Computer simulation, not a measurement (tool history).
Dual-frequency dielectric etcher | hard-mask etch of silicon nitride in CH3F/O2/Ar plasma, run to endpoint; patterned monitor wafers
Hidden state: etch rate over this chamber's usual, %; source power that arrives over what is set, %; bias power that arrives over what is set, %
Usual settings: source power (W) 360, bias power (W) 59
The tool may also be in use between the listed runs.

| run | day | source power (W) | bias power (W) | wafers since the last listed run | hours since the last wet clean | hours since the last source power generator calibration | hours since the last bias power generator calibration | hours since the last upper electrode change | incoming incoming film thickness, nm | endpoint time (s) |
|---|---|---|---|---|---|---|---|---|---|---|
| 1 | 0 | 360 | 59 | 0 | 489.7 | 2472.1 | 4925.1 | 2489.2 | 27.84 | 40.9 |
| 2 | 0.658 | 360 | 59 | 136 | 505.5 | 2487.9 | 4940.9 | 2505 | 27.36 | 40.2 |
| 3 | 1.588 | 360 | 59 | 192 | 527.8 | 2510.2 | 4963.2 | 2527.3 | 27.67 | 40.5 |
| 4 | 2.296 | 360 | 59 | 147 | 544.8 | 2527.2 | 4980.2 | 2544.3 | 27.57 | 40.4 |
|  | 3.429 | wet clean of the chamber |
| 5 | 3.629 | 360 | 59 | 69 | 4.8 | 2559.2 | 5012.2 | 2576.3 | 27.63 | 41.9 |
| 6 | 4.875 | 360 | 56 | 258 | 34.7 | 2589.1 | 5042.1 | 2606.2 | 27.63 | 42.9 |
| 7 | 5.658 | 360 | 56 | 162 | 53.5 | 2607.9 | 5060.9 | 2625 | 27.47 | 42.5 |
| 8 | 6.308 | 360 | 67 | 134 | 69.1 | 2623.5 | 5076.5 | 2640.6 | 27.57 | 39.8 |
| 9 | 6.921 | 360 | 67 | 127 | 83.8 | 2638.2 | 5091.2 | 2655.3 | 27.66 | 40.1 |
| 10 | 7.733 | 360 | 68 | 168 | 103.3 | 2657.7 | 5110.7 | 2674.8 | 27.52 | 39.6 |
| 11 | 8.617 | 360 | 68 | 183 | 124.5 | 2678.9 | 5131.9 | 2696 | 27.85 | 39.7 |
| 12 | 10.079 | 360 | 68 | 303 | 159.6 | 2714 | 5167 | 2731.1 | 27.48 | 39 |
| 13 | 10.667 | 360 | 59 | 121 | 173.7 | 2728.1 | 5181.1 | 2745.2 | 27.38 | 41 |
| 14 | 11.246 | 380 | 65 | 120 | 187.6 | 2742 | 5195 | 2759.1 | 27.72 | 39.2 |
| 15 | 11.771 | 360 | 59 | 109 | 200.2 | 2754.6 | 5207.6 | 2771.7 | 27.58 | 41.5 |
| 16 | 12.829 | 390 | 50 | 219 | 225.6 | 2780 | 5233 | 2797.1 | 27.76 | 42.9 |
| 17 | 13.521 | 310 | 53 | 143 | 242.2 | 2796.6 | 5249.6 | 2813.7 | 27.58 | 44.8 |
|  | 14.421 | bias power generator calibrated |
| 18 | 14.442 | 360 | 59 | 156 | 264.3 | 2818.7 | 0.5 | 2835.8 | 27.77 | 41.3 |
| 19 | 15.833 | 360 | 59 | 288 | 297.7 | 2852.1 | 33.9 | 2869.2 | 27.66 | 41.3 |
| 20 | 16.721 | 270 | 70 | 184 | 319 | 2873.4 | 55.2 | 2890.5 | 27.51 | 41.7 |
|  | 17.204 | source power generator calibrated |
|  | 18.204 | upper electrode replaced |
| 21 | 18.225 | 330 | 47 | 70 | 355.1 | 24.5 | 91.3 | 0.5 | 27.94 | 46.1 |
| 22 | 19.117 | 360 | 59 | 185 | 376.5 | 45.9 | 112.7 | 21.9 | 27.5 | 40.9 |
| 23 | 20.138 | 360 | 71 | 211 | 401 | 70.4 | 137.2 | 46.4 | 27.51 | 38.2 |
| 24 | 20.908 | 360 | 68 | 160 | 419.5 | 88.9 | 155.7 | 64.9 | 27.65 | 38.9 |
| 25 | 22.354 | 410 | 50 | 300 | 454.2 | 123.6 | 190.4 | 99.6 | 27.72 | 41.6 |
| 26 | 22.867 | 300 | 50 | 106 | 466.5 | 135.9 | 202.7 | 111.9 | 27.56 | 45.4 |
| 27 | 24.079 | 410 | 46 | 251 | 495.6 | 165 | 231.8 | 141 | 27.52 | 42.5 |
| 28 | 25.375 | 270 | 45 | 269 | 526.7 | 196.1 | 262.9 | 172.1 | 27.78 | 49 |
| 29 | 26.525 | 360 | 59 | 238 | 554.3 | 223.7 | 290.5 | 199.7 | 27.74 | 40.7 |
|  | 27.75 | wet clean of the chamber |
| 30 | 27.771 | 270 | 55 | 51 | 0.5 | 253.6 | 320.4 | 229.6 | 27.81 | 48 |
| 31 | 28.921 | 360 | 69 | 238 | 28.1 | 281.2 | 348 | 257.2 | 27.6 | 39.7 |
| 32 | 29.85 | 330 | 65 | 192 | 50.4 | 303.5 | 370.3 | 279.5 | 27.66 | 41.8 |
| 33 | 30.621 | 360 | 59 | 160 | 68.9 | 322 | 388.8 | 298 | 27.93 | 42.4 |
| 34 | 31.275 | 360 | 59 | 135 | 84.6 | 337.7 | 404.5 | 313.7 | 27.55 | 41.8 |
| 35 | 32.525 | 320 | 59 | 259 | 114.6 | 367.7 | 434.5 | 343.7 | 27.6 | 43.4 |
| 36 | 33.071 | 390 | 59 | 113 | 127.7 | 380.8 | 447.6 | 356.8 | 28.01 | 41.7 |

How the hidden state differs across the entries between the runs, from the last listed run before each to the first after it:
Between runs 4 and 5: wet clean of the chamber (day 3.429)
  etch rate over this chamber's usual, %: 4.04 -> 0.267
  measured less the result without the state, endpoint time (s): -1.6 -> -0.1
Between runs 17 and 18: bias power generator calibrated (day 14.421)
  etch rate over this chamber's usual, %: 1.87 -> 2.02
  measured less the result without the state, endpoint time (s): -0.9 -> -0.9
Between runs 20 and 21: source power generator calibrated (day 17.204); upper electrode replaced (day 18.204)
  etch rate over this chamber's usual, %: 2.39 -> 2.63
  measured less the result without the state, endpoint time (s): -1 -> -1.2
Between runs 29 and 30: wet clean of the chamber (day 27.75)
  etch rate over this chamber's usual, %: 3.98 -> -0.2
  measured less the result without the state, endpoint time (s): -1.6 -> +0.1

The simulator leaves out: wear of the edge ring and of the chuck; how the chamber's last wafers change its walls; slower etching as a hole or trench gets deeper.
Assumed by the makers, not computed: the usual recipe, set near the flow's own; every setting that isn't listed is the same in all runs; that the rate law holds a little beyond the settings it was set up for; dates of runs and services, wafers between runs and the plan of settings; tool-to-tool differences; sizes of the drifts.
